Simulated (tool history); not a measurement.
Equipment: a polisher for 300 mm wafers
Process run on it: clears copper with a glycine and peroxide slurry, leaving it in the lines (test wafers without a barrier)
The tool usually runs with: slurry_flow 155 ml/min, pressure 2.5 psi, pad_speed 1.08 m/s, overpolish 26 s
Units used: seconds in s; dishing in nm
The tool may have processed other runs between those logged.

run    hour  slurry_flow  pressure  pad_speed  overpolish  wafers since the last listed run  wafers polished on this pad  hours since the slurry nozzle was cleaned  hours since the head pressure was calibrated  incoming thickness of the incoming film, nm  seconds  dishing
  1       0          155       2.1       1.08          26                                 0                         1437                                       86.8                                         134.9                                        628.5    130.3     60.1
  2    59.4          155       2.5       1.08          32                               446                         1884                                      146.2                                         194.3                                        632.8    115.2     74.9
  3   116.1          155       2.5       1.08          32                               426                         2310                                      202.9                                           251                                          625    115.5     71.6
      185.5  -- worn pad replaced by a new one
  4     186          155       2.5       1.08          19                               495                            3                                      272.8                                         320.9                                          614    113.1       53
  5   243.1          155       1.8       1.08          26                               429                          433                                      329.9                                           378                                          617    145.8     52.8
  6   299.8          155       1.8       1.08          26                               426                          859                                      386.6                                         434.7                                        618.8    145.4     55.3
        319  -- head pressure recalibrated
      354.4  -- slurry nozzle cleaned
  7   495.8          145       2.5       1.08          26                              1451                         2311                                      141.4                                         176.8                                        632.1    114.5     65.6
  8   546.1          170       2.5       1.18          26                               378                         2689                                      191.7                                         227.1                                        608.6    101.5       70
      569.6  -- worn pad replaced by a new one
  9   608.2          170       2.5       1.18          26                               437                          290                                      253.8                                         289.2                                        617.9    104.2     67.3
 10   648.4          155       2.5       1.08          26                               302                          592                                        294                                         329.4                                        614.4    110.4     64.1
 11   678.3          155       2.9       1.08          26                               224                          817                                      323.9                                         359.3                                        614.5      100     70.4
 12   739.9          155       2.9       1.08          26                               463                         1280                                      385.5                                         420.9                                        623.4    100.7     67.8
      753.9  -- head pressure recalibrated
 13   781.3          155       2.9       1.08          26                               296                         1577                                      426.9                                          27.4                                        609.2     98.5     67.9
 14   814.2          155       3.2       1.08          26                               247                         1824                                      459.8                                          60.3                                        618.4     91.9     78.1
      841.5  -- slurry nozzle cleaned
 15   866.6          155       3.2       1.08          26                               386                         2211                                       25.1                                         112.7                                        630.5     93.8     74.1
      990.2  -- worn pad replaced by a new one
 16  1060.7          155       2.5       1.08          26                              1429                          530                                      219.2                                         306.8                                        621.1      114       63
 17  1122.7          155       3.2       1.08          14                               466                          996                                      281.2                                         368.8                                        627.3     93.3     50.3
 18  1188.6          140       3.1       0.94          13                               495                         1492                                      347.1                                         434.7                                        623.4    109.8     39.9
 19  1216.9          155       2.5       1.38          26                               212                         1705                                      375.4                                           463                                          620     92.2     71.1
       1219  -- head pressure recalibrated
     1255.9  -- slurry nozzle cleaned
 20  1286.4          155       2.5       1.08          26                               500                         2205                                       30.5                                          67.4                                        622.3    114.4       62
 21  1311.6          120       2.5       1.32          26                               189                         2394                                       55.7                                          92.6                                        614.6    101.7     71.5
 22  1341.9          155       2.5       1.08          26                               227                         2622                                         86                                         122.9                                        623.4    112.5     62.7
 23  1398.4          210       2.9       1.08          26                               424                         3047                                      142.5                                         179.4                                        626.6     96.9     72.3
 24  1440.2          140       2.5       1.08          26                               314                         3362                                      184.3                                         221.2                                        629.1    116.4     63.9
     1463.5  -- worn pad replaced by a new one
 25  1469.4          155       2.5       1.08          26                               189                           44                                      213.5                                         250.4                                        612.3    112.4     67.1
 26  1533.5          115       2.2        0.9          42                               482                          526                                      277.6                                         314.5                                        623.7    155.1     73.8
 27  1594.2          170       2.7       1.28          40                               456                          982                                      338.3                                         375.2                                        611.5     90.9       92
     1626.4  -- head pressure recalibrated
 28  1657.5          205       2.5       1.08          40                               461                         1444                                      401.6                                          31.1                                        612.2    106.4     84.5
 29  1691.5          155       3.3       1.08          37                               255                         1699                                      435.6                                          65.1                                        615.6     87.7     90.6
     1716.9  -- slurry nozzle cleaned
 30  1757.8          155       2.5       0.74          26                               491                         2190                                       40.9                                         131.4                                        611.5    150.6     53.5
 31    1818          170       2.1       1.22          41                               452                         2643                                      101.1                                         191.6                                        607.2    114.9     82.2

The next listed run, before its measurement:
     1840.6  -- worn pad replaced by a new one
 32  1877.3          155       2.2       1.08          26                               415                          276                                      160.4                                         250.9                                        616.3        ?        ?

Run 32 gave seconds 125.3 s, dishing 60.6 nm.
Without the tool's hidden state the same run would have given seconds 125.3 s, dishing 60.6 nm.

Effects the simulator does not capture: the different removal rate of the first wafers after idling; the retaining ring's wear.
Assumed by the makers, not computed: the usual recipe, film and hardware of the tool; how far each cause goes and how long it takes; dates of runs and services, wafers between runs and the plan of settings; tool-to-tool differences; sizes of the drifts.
